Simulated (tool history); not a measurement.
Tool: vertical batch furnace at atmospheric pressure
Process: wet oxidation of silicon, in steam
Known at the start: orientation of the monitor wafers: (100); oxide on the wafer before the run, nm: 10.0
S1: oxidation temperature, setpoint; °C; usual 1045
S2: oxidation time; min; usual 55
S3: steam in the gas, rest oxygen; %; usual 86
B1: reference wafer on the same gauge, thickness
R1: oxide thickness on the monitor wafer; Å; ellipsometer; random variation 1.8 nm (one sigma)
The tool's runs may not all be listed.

| run | hour | S1 | S2 | S3 | B1 | R1 |
|---|---|---|---|---|---|---|
| 1 | 0 | 1063 | 71.5 | 86 | 509.44 | 5907.6 |
| 2 | 14.4 | 1045 | 55 | 86 | 509.84 | 4599.4 |
| 3 | 28.6 | 1045 | 55 | 86 | 509.63 | 4610.4 |
| 4 | 44.8 | 1063 | 70.5 | 86 | 509.92 | 5833.6 |
| 5 | 80.2 | 1063 | 70.5 | 86 | 510.5 | 5809.9 |
| 6 | 99.3 | 1045 | 55 | 86 | 510.47 | 4563.8 |
| 7 | 126.7 | 1045 | 55 | 86 | 510.37 | 4592.3 |
| 8 | 160.8 | 1045 | 55 | 86 | 510.62 | 4613.1 |
| 9 | 189.8 | 1045 | 55 | 86 | 511.39 | 4623.4 |
|  | 205.3 | gauge calibrated |
| 10 | 212.9 | 1045 | 55 | 86 | 500.93 | 4550.9 |
|  | 238.2 | steam generator serviced |
|  | 262 | thermocouples replaced and temperature profile calibrated |
| 11 | 262.5 | 1045 | 55 | 86 | 503.77 | 4561.7 |
| 12 | 267.6 | 1045 | 55 | 86 | 503.55 | 4533.9 |
| 13 | 272.9 | 1060 | 43.5 | 97 | 503.94 | 4622.5 |
| 14 | 286.6 | 1045 | 55 | 86 | 504.64 | 4527.8 |
| 15 | 319.4 | 1045 | 55 | 86 | 505.83 | 4576.6 |
| 16 | 341.7 | 1070 | 55 | 95 | 506.34 | 5523.6 |
| 17 | 373.7 | 1028 | 55 | 94 | 507.43 | 4388 |
| 18 | 395.2 | 1045 | 55 | 94 | 507.88 | 4869 |
| 19 | 414 | 1045 | 55 | 86 | 508.19 | 4571.7 |
| 20 | 449.5 | 1045 | 46.5 | 86 | 509.6 | 4135.2 |
| 21 | 475.3 | 1045 | 68 | 93 | 509.58 | 5471.7 |
| 22 | 499.3 | 1045 | 55 | 91 | 509.32 | 4784.1 |
| 23 | 533 | 1045 | 30 | 86 | 509.73 | 3145.1 |
| 24 | 546.1 | 1045 | 55 | 86 | 510.14 | 4606.6 |

Forecast each of these 3 alternatives for the next run:
| A | 551.2 | 1045 | 55 | 86 | ? | ? |
| B | 551.2 | 1063 | 38 | 86 | ? | ? |
| C | 551.2 | 1027 | 55 | 74 | ? | ? |

| run | B1 | R1 |
|---|---|---|
| A | 509.64 | 4620.7 |
| B | 509.64 | 4062.8 |
| C | 509.64 | 3774.6 |
Without the tool's hidden state the same runs would have given:
| run | R1 |
|---|---|
| A | 4519.8 |
| B | 3974.2 |
| C | 3692.3 |
